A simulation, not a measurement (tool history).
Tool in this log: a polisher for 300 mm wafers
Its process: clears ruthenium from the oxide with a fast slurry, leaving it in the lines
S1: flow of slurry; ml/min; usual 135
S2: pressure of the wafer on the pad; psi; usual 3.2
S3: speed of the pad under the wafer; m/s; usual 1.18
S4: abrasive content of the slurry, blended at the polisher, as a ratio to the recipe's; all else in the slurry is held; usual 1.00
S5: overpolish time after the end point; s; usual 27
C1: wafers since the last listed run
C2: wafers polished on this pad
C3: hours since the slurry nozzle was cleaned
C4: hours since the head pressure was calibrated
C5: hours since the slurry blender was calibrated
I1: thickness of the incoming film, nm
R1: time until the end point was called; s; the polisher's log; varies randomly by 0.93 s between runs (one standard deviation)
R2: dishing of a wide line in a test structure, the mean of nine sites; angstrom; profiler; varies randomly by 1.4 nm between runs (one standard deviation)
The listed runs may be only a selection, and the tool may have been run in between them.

run    hour   S1   S2    S3    S4  S5    C1    C2     C3      C4     C5     I1    R1   R2
  1     0.0  135  3.2  0.86  1.00  27     0   528  120.1   291.2  359.2  325.4  69.9  735
  2    84.0  135  3.2  0.86  1.00  27   628  1157  204.1   375.2  443.2  320.0  69.2  742
  3   176.7  135  3.2  0.86  1.00  27   694  1851  296.8   467.9  535.9  320.1  72.7  704
  4   261.5  160  3.2  1.18  1.00  27   634  2486  381.6   552.7  620.7  324.8  58.9  802
  5   308.1  160  3.2  1.18  1.00  27   348  2834  428.2   599.3  667.3  318.3  59.2  785
      384.9  -- slurry blender recalibrated
  6   410.1  135  3.2  0.76  1.00  27   748  3583  530.2   701.3   25.2  314.3  80.2  642
  7   453.6  135  3.2  1.18  1.00  21   325  3909  573.7   744.8   68.7  316.9  62.0  654
  8   544.3  135  2.8  1.18  1.00  27   679  4588  664.4   835.5  159.4  325.4  73.1  714
  9   588.5   90  3.2  1.18  0.75  27   330  4919  708.6   879.7  203.6  320.7  92.4  640
      615.9  -- slurry nozzle cleaned
 10   647.5  105  3.2  1.18  1.10  32   434  5353   31.6   938.7  262.6  319.0  59.2  846
 11   705.2  135  3.2  1.46  1.00  27   431  5785   89.3   996.4  320.3  320.8  52.9  822
      737.6  -- worn pad replaced by a new one
 12   773.9  135  4.1  1.04  0.80  27   484   271  158.0  1065.1  389.0  316.5  54.3  813
 13   879.3  135  3.2  1.18  1.00  27   789  1060  263.4  1170.5  494.4  314.6  55.7  798
 14   917.3  135  4.1  1.04  0.80  27   284  1345  301.4  1208.5  532.4  316.4  57.8  779
 15   991.9  100  3.6  1.56  1.00  27   558  1903  376.0  1283.1  607.0  315.6  48.1  846
     1001.4  -- head pressure recalibrated
     1177.9  -- slurry blender recalibrated
 16  1297.1  135  3.2  1.18  1.00  27  2254  4158  681.2   295.7  119.2  318.7  67.7  745
 17  1382.1  135  3.2  1.18  1.00  27   636  4795  766.2   380.7  204.2  319.5  66.2  738
     1439.2  -- slurry nozzle cleaned
 18  1473.9  135  3.2  1.18  1.00  27   679  5474   34.7   472.5  296.0  324.0  60.7  797
     1515.7  -- worn pad replaced by a new one
 19  1566.9  135  3.2  0.88  1.00  27   666   382  127.7   565.5  389.0  318.4  66.0  764
 20  1603.6  120  3.2  1.18  1.10  16   274   657  164.4   602.2  425.7  326.0  53.7  607
 21  1789.3  135  3.2  1.18  1.00  27  1390  2047  350.1   787.9  611.4  327.0  59.9  780
 22  1859.4  135  3.2  1.18  1.00  27   524  2572  420.2   858.0  681.5  320.3  60.3  790
     1887.5  -- slurry blender recalibrated
 23  1915.7  135  3.2  1.18  0.70  27   406  2979  476.5   914.3   28.2  319.7  71.9  701
 24  2009.9  150  2.1  1.58  0.70  27   705  3684  570.7  1008.5  122.4  320.3  79.3  683
 25  2061.2  160  3.2  1.18  1.00  27   384  4068  622.0  1059.8  173.7  317.7  60.2  787
     2134.4  -- head pressure recalibrated
 26  2154.7  170  3.8  1.32  0.85  27   685  4753  715.5    20.3  267.2  315.1  53.3  823
     2196.2  -- worn pad replaced by a new one
 27  2254.4  135  3.2  1.18  0.85  27   716   435  815.2   120.0  366.9  325.1  65.4  785
     2282.5  -- slurry nozzle cleaned
 28  2341.6  135  4.3  1.18  1.00  27   645  1081   59.1   207.2  454.1  318.4  42.7  879

Below are 4 alternative next runs, each starting from the tool's condition after run 28. Predict each:
  A  2342.1  135  3.2  1.18  1.00  27   3  1084  59.6  207.7  454.6  316.0   ?   ?
  B  2342.1   95  2.8  1.18  1.00  20   3  1084  59.6  207.7  454.6  316.0   ?   ?
  C  2342.1  135  2.6  0.96  1.00  27   3  1084  59.6  207.7  454.6  316.0   ?   ?
  D  2342.1  135  3.2  0.78  1.00  27   3  1084  59.6  207.7  454.6  316.0   ?   ?

run    R1   R2
  A  52.0  813
  B  62.0  640
  C  68.4  716
  D  66.9  724
The same runs, with their run-to-run variation unchanged, on a tool lacking any hidden condition would have given:
run    R1   R2
  A  49.7  828
  B  58.8  660
  C  65.4  733
  D  63.9  741
